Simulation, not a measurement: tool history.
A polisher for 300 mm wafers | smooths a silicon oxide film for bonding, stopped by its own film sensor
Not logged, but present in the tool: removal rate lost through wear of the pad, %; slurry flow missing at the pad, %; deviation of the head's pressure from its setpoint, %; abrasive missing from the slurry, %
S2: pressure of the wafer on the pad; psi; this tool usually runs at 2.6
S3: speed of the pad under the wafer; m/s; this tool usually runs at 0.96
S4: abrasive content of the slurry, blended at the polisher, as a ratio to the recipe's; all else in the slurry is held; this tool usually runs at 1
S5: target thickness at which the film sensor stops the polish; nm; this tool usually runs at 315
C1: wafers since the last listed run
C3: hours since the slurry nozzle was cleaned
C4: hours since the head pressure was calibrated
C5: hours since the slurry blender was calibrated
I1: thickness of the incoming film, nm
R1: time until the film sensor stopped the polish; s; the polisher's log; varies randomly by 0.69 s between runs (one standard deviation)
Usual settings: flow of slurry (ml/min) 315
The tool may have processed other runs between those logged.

{"run": 1, "hour": 0.0, "flow of slurry (ml/min)": 315, "S2": 2.6, "S3": 0.96, "S4": 1, "S5": 315, "C1": 0, "wafers polished on this pad": 87, "C3": 355.1, "C4": 1076.2, "C5": 207.2, "I1": 380.7, "R1": 72.4}
{"run": 2, "hour": 19.0, "flow of slurry (ml/min)": 315, "S2": 2.6, "S3": 0.96, "S4": 1, "S5": 315, "C1": 138, "wafers polished on this pad": 226, "C3": 374.1, "C4": 1095.2, "C5": 226.2, "I1": 378.3, "R1": 68.7}
{"run": 3, "hour": 35.5, "flow of slurry (ml/min)": 315, "S2": 2.6, "S3": 0.96, "S4": 1, "S5": 315, "C1": 120, "wafers polished on this pad": 346, "C3": 390.6, "C4": 1111.7, "C5": 242.7, "I1": 384, "R1": 74.7}
{"run": 4, "hour": 69.3, "flow of slurry (ml/min)": 315, "S2": 2.6, "S3": 0.96, "S4": 1.2, "S5": 315, "C1": 246, "wafers polished on this pad": 593, "C3": 424.4, "C4": 1145.5, "C5": 276.5, "I1": 376.6, "R1": 63.4}
{"run": 5, "hour": 83.9, "flow of slurry (ml/min)": 315, "S2": 2.6, "S3": 0.96, "S4": 1, "S5": 315, "C1": 106, "wafers polished on this pad": 699, "C3": 439, "C4": 1160.1, "C5": 291.1, "I1": 383.2, "R1": 76.4}
{"hour": 113.9, "done": "worn pad replaced by a new one"}
{"run": 6, "hour": 155.7, "flow of slurry (ml/min)": 315, "S2": 2.6, "S3": 0.96, "S4": 1, "S5": 315, "C1": 494, "wafers polished on this pad": 304, "C3": 510.8, "C4": 1231.9, "C5": 362.9, "I1": 378.6, "R1": 73}
{"hour": 160.0, "done": "slurry nozzle cleaned"}
{"run": 7, "hour": 168.2, "flow of slurry (ml/min)": 315, "S2": 2.6, "S3": 0.96, "S4": 1, "S5": 315, "C1": 83, "wafers polished on this pad": 388, "C3": 8.2, "C4": 1244.4, "C5": 375.4, "I1": 376.7, "R1": 69.9}
{"run": 8, "hour": 180.2, "flow of slurry (ml/min)": 315, "S2": 2.6, "S3": 0.96, "S4": 1, "S5": 315, "C1": 87, "wafers polished on this pad": 476, "C3": 20.2, "C4": 1256.4, "C5": 387.4, "I1": 382.2, "R1": 76.8}
{"run": 9, "hour": 213.8, "flow of slurry (ml/min)": 315, "S2": 2.6, "S3": 0.96, "S4": 1, "S5": 315, "C1": 244, "wafers polished on this pad": 721, "C3": 53.8, "C4": 1290, "C5": 421, "I1": 380.7, "R1": 76}
{"hour": 224.1, "done": "slurry blender recalibrated"}
{"run": 10, "hour": 249.0, "flow of slurry (ml/min)": 315, "S2": 2.6, "S3": 0.96, "S4": 1, "S5": 315, "C1": 242, "wafers polished on this pad": 963, "C3": 89, "C4": 1325.2, "C5": 24.9, "I1": 378, "R1": 65.7}
{"hour": 263.5, "done": "worn pad replaced by a new one"}
{"run": 11, "hour": 281.0, "flow of slurry (ml/min)": 315, "S2": 2.6, "S3": 0.96, "S4": 1, "S5": 315, "C1": 204, "wafers polished on this pad": 127, "C3": 121, "C4": 1357.2, "C5": 56.9, "I1": 372.1, "R1": 59.7}
{"run": 12, "hour": 313.4, "flow of slurry (ml/min)": 285, "S2": 2, "S3": 0.7, "S4": 1, "S5": 332, "C1": 236, "wafers polished on this pad": 363, "C3": 153.4, "C4": 1389.6, "C5": 89.3, "I1": 384, "R1": 87.6}
{"run": 13, "hour": 330.4, "flow of slurry (ml/min)": 315, "S2": 2.6, "S3": 0.96, "S4": 1, "S5": 315, "C1": 123, "wafers polished on this pad": 487, "C3": 170.4, "C4": 1406.6, "C5": 106.3, "I1": 382.5, "R1": 72.3}
{"hour": 341.1, "done": "head pressure recalibrated"}
{"run": 14, "hour": 352.5, "flow of slurry (ml/min)": 315, "S2": 3.2, "S3": 0.96, "S4": 1, "S5": 325, "C1": 146, "wafers polished on this pad": 634, "C3": 192.5, "C4": 11.4, "C5": 128.4, "I1": 377, "R1": 47.4}
{"run": 15, "hour": 374.4, "flow of slurry (ml/min)": 315, "S2": 2.6, "S3": 0.96, "S4": 1, "S5": 315, "C1": 159, "wafers polished on this pad": 794, "C3": 214.4, "C4": 33.3, "C5": 150.3, "I1": 381.8, "R1": 71.7}
{"run": 16, "hour": 389.4, "flow of slurry (ml/min)": 415, "S2": 2.6, "S3": 0.96, "S4": 1, "S5": 304, "C1": 109, "wafers polished on this pad": 903, "C3": 229.4, "C4": 48.3, "C5": 165.3, "I1": 377.3, "R1": 77.8}
{"run": 17, "hour": 402.0, "flow of slurry (ml/min)": 245, "S2": 3.2, "S3": 0.96, "S4": 1, "S5": 315, "C1": 91, "wafers polished on this pad": 995, "C3": 242, "C4": 60.9, "C5": 177.9, "I1": 384.9, "R1": 66.1}
{"hour": 421.6, "done": "worn pad replaced by a new one"}
{"run": 18, "hour": 433.4, "flow of slurry (ml/min)": 315, "S2": 2.6, "S3": 0.68, "S4": 1, "S5": 309, "C1": 199, "wafers polished on this pad": 86, "C3": 273.4, "C4": 92.3, "C5": 209.3, "I1": 378.6, "R1": 98}
{"run": 19, "hour": 458.1, "flow of slurry (ml/min)": 380, "S2": 2.6, "S3": 0.96, "S4": 0.85, "S5": 294, "C1": 180, "wafers polished on this pad": 266, "C3": 298.1, "C4": 117, "C5": 234, "I1": 381, "R1": 101.9}
{"run": 20, "hour": 493.3, "flow of slurry (ml/min)": 315, "S2": 2.3, "S3": 0.96, "S4": 1, "S5": 315, "C1": 256, "wafers polished on this pad": 522, "C3": 333.3, "C4": 152.2, "C5": 269.2, "I1": 379.1, "R1": 78.7}
{"run": 21, "hour": 528.4, "flow of slurry (ml/min)": 315, "S2": 2.2, "S3": 1.24, "S4": 1, "S5": 307, "C1": 255, "wafers polished on this pad": 778, "C3": 368.4, "C4": 187.3, "C5": 304.3, "I1": 381.4, "R1": 78.4}

For some of the steps in R1 from one run to the next: how much would appear even if the tool had no hidden state, given the settings, what came in and random variation, and how much remains for the hidden state plus any gauge scatter that the measured result and the result without hidden state don't share?
Run 9 -> 10: slurry blender recalibrated. R1 -10.3 s: hidden state -7.5, all else -2.8.
Run 11 -> 12: flow of slurry (ml/min) 315 -> 285, S2 2.6 -> 2, S3 0.96 -> 0.7, S5 315 -> 332. R1 +27.9 s: hidden state +1.7, all else +26.2.
Run 17 -> 18: flow of slurry (ml/min) 245 -> 315, S2 3.2 -> 2.6, S3 0.96 -> 0.68, S5 315 -> 309, worn pad replaced by a new one. R1 +31.9 s: hidden state +2.8, all else +29.1.
